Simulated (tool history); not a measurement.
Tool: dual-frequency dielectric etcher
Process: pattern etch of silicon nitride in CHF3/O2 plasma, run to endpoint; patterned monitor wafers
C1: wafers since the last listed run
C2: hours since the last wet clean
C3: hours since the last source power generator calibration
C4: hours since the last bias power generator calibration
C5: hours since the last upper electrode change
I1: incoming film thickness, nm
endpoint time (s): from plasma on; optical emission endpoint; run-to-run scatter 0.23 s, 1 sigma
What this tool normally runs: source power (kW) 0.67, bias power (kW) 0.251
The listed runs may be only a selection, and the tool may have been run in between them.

Run 1, day 0: usual settings; C1 0; C2 293.5; C3 5093.9; C4 1723.1; C5 4827.4; I1 69.8. Result: endpoint time (s) 42.1.
Run 2, day 0.633: usual settings; C1 141; C2 308.7; C3 5109.1; C4 1738.3; C5 4842.6; I1 70.6. Result: endpoint time (s) 42.
Run 3, day 1.129: usual settings; C1 110; C2 320.6; C3 5121; C4 1750.2; C5 4854.5; I1 69.9. Result: endpoint time (s) 42.1.
Run 4, day 1.433: usual settings but bias power (kW) 0.214; C1 68; C2 327.9; C3 5128.3; C4 1757.5; C5 4861.8; I1 70.1. Result: endpoint time (s) 43.7.
Run 5, day 1.683: usual settings; C1 55; C2 333.9; C3 5134.3; C4 1763.5; C5 4867.8; I1 70.6. Result: endpoint time (s) 42.9.
Run 6, day 2.367: usual settings but source power (kW) 0.54, bias power (kW) 0.301; C1 152; C2 350.3; C3 5150.7; C4 1779.9; C5 4884.2; I1 69.8. Result: endpoint time (s) 46.3.
At day 3.583: bias power generator calibrated.
At day 3.675: wet clean of the chamber.
Run 7, day 3.696: usual settings but source power (kW) 0.72; C1 239; C2 0.5; C3 5182.6; C4 2.7; C5 4916.1; I1 70.3. Result: endpoint time (s) 39.
Run 8, day 3.708: usual settings; C1 2; C2 0.8; C3 5182.9; C4 3; C5 4916.4; I1 69.7. Result: endpoint time (s) 39.9.
Run 9, day 3.883: usual settings; C1 39; C2 5; C3 5187.1; C4 7.2; C5 4920.6; I1 70.5. Result: endpoint time (s) 40.6.
Run 10, day 4.233: usual settings; C1 78; C2 13.4; C3 5195.5; C4 15.6; C5 4929; I1 70.5. Result: endpoint time (s) 40.7.
Run 11, day 4.604: usual settings; C1 83; C2 22.3; C3 5204.4; C4 24.5; C5 4937.9; I1 70.8. Result: endpoint time (s) 40.9.
Run 12, day 4.888: usual settings but source power (kW) 0.81, bias power (kW) 0.212; C1 63; C2 29.1; C3 5211.2; C4 31.3; C5 4944.7; I1 70.6. Result: endpoint time (s) 38.
At day 5.767: source power generator calibrated.
At day 6.371: upper electrode replaced, of another model than before.
Run 13, day 6.392: usual settings but source power (kW) 0.75, bias power (kW) 0.227; C1 164; C2 65.2; C3 15; C4 67.4; C5 0.5; I1 70.1. Result: endpoint time (s) 37.8.
Run 14, day 6.404: usual settings; C1 2; C2 65.5; C3 15.3; C4 67.7; C5 0.8; I1 70.7. Result: endpoint time (s) 40.7.
Run 15, day 6.475: usual settings; C1 15; C2 67.2; C3 17; C4 69.4; C5 2.5; I1 70.6. Result: endpoint time (s) 40.7.

Run 16 is up next; what results do you expect?
Run 16, day 6.788: usual settings but source power (kW) 0.72, bias power (kW) 0.282; C1 69; C2 74.7; C3 24.5; C4 76.9; C5 10; I1 70.4. Result: endpoint time (s) ?.

{"run 16": {"endpoint time (s)": 38}}
With no hidden state in the tool, this same run would have given endpoint time (s) 37.8.
